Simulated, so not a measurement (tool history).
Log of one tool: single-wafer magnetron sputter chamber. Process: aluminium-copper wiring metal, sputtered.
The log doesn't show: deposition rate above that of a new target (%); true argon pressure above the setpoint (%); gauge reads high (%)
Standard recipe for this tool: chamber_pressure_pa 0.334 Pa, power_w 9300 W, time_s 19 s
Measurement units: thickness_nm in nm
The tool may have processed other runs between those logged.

run,hour,chamber_pressure_pa,power_w,time_s,wafers since the last listed run,wafers on the sputter target,hours since the last manometer calibration,hours since the magnet pack was replaced,hours since the gauge calibration,"read-back reference wafer on the same gauge, thickness_nm",thickness_nm
1,0,0.334,9300,19,0,4438,2294.9,8305.2,1219.9,326.951,356.793
2,71.4,0.334,9300,19,1915,6353,2366.3,8376.6,1291.3,327.184,357.851
3,152,0.334,9300,19,2161,8515,2446.9,8457.2,1371.9,327.189,357.409
4,233.1,0.334,9300,19,2175,10690,2528,8538.3,1453,326.933,356.733
5,291,0.334,9300,19,1552,12243,2585.9,8596.2,1510.9,327.023,357.56
6,586.3,0.334,9300,19,7920,20163,2881.2,8891.5,1806.2,327.051,357.471
# hour 616.6: sputter target and shields replaced
7,690.4,0.334,9300,19,2577,1978,2985.3,8995.6,1910.3,327.049,358.016
8,788.8,0.334,9300,19,2639,4617,3083.7,9094,2008.7,326.867,357.528
9,844.7,0.334,9300,16,1499,6117,3139.6,9149.9,2064.6,327.048,301.671
10,891.3,0.334,9300,16,1249,7366,3186.2,9196.5,2111.2,326.822,302.322
# hour 976.1: capacitance manometer re-zeroed and calibrated
11,992.1,0.414,9300,22,2489,9856,16,9297.3,2212,326.825,393.405
12,1065.3,0.37,10000,16.8,1963,11819,89.2,9370.5,2285.2,326.818,323.745
# hour 1105.1: magnet pack replaced
13,1122,0.334,9300,15.5,1306,13125,145.9,16.9,2341.9,327.054,288.841
# hour 1307.9: sputter target and shields replaced
# hour 1309.5: gauge calibrated
14,1316.1,0.24,11100,22.5,4991,218,340,211,6.6,327.133,500.458
15,1406.7,0.334,9300,19,2430,2648,430.6,301.6,97.2,327.076,354.365
16,1469.7,0.334,9300,19,1689,4338,493.6,364.6,160.2,326.979,354.884
17,1553.9,0.334,9300,19,2258,6597,577.8,448.8,244.4,326.666,354.052
18,1595.5,0.334,9300,19,1115,7712,619.4,490.4,286,326.88,354.828
19,1693.1,0.334,9300,15.5,2617,10330,717,588,383.6,326.988,288.97
20,1756.3,0.334,10800,21.1,1695,12025,780.2,651.2,446.8,326.907,439.676
21,1813.6,0.276,8200,19,1536,13562,837.5,708.5,504.1,327.07,334.427
22,1906.4,0.334,9300,19,2489,16051,930.3,801.3,596.9,326.93,354.267
23,2007.5,0.465,8300,20.1,2711,18763,1031.4,902.4,698,326.993,324.949
24,2061.8,0.334,9300,15.9,1456,20219,1085.7,956.7,752.3,326.96,297.407
# hour 2139.8: sputter target and shields replaced
25,2309.3,0.456,10150,16.1,6423,4547,1333.2,1204.2,999.8,326.882,302.55
26,2378.4,0.334,9300,19,1853,6400,1402.3,1273.3,1068.9,326.762,356.377
27,2444.3,0.334,9300,17.7,1767,8168,1468.2,1339.2,1134.8,326.924,332.189
28,2485.7,0.334,9300,19,1110,9278,1509.6,1380.6,1176.2,326.782,355.794
29,2561,0.377,8350,16.1,2019,11298,1584.9,1455.9,1251.5,327.167,273.918
30,2601.1,0.334,9300,19,1075,12373,1625,1496,1291.6,326.777,355.771
31,2670.5,0.334,10100,20.3,1861,14235,1694.4,1565.4,1361,326.99,404.182
32,2751.7,0.466,9300,20.4,2177,16412,1775.6,1646.6,1442.2,327.315,359.337
33,2814.4,0.334,9300,19,1681,18094,1838.3,1709.3,1504.9,326.974,357.542

Each row is a separate what-if for the run after 33, all from the same tool condition, not one after another. Results?
A,2814.8,0.334,9300,19,10,18105,1838.7,1709.7,1505.3,?,?
B,2814.8,0.212,8400,22.4,10,18105,1838.7,1709.7,1505.3,?,?
C,2814.8,0.388,7550,15.2,10,18105,1838.7,1709.7,1505.3,?,?
D,2814.8,0.253,7200,19,10,18105,1838.7,1709.7,1505.3,?,?
E,2814.8,0.419,8250,17.7,10,18105,1838.7,1709.7,1505.3,?,?

run,"read-back reference wafer on the same gauge, thickness_nm",thickness_nm
A,326.922,355.104
B,326.922,413.119
C,326.922,239.587
D,326.922,309.407
E,326.922,292.107
What these runs would have given with no unlogged condition in the tool:
run,thickness_nm
A,353.501
B,411.852
C,238.357
D,308.305
E,290.506
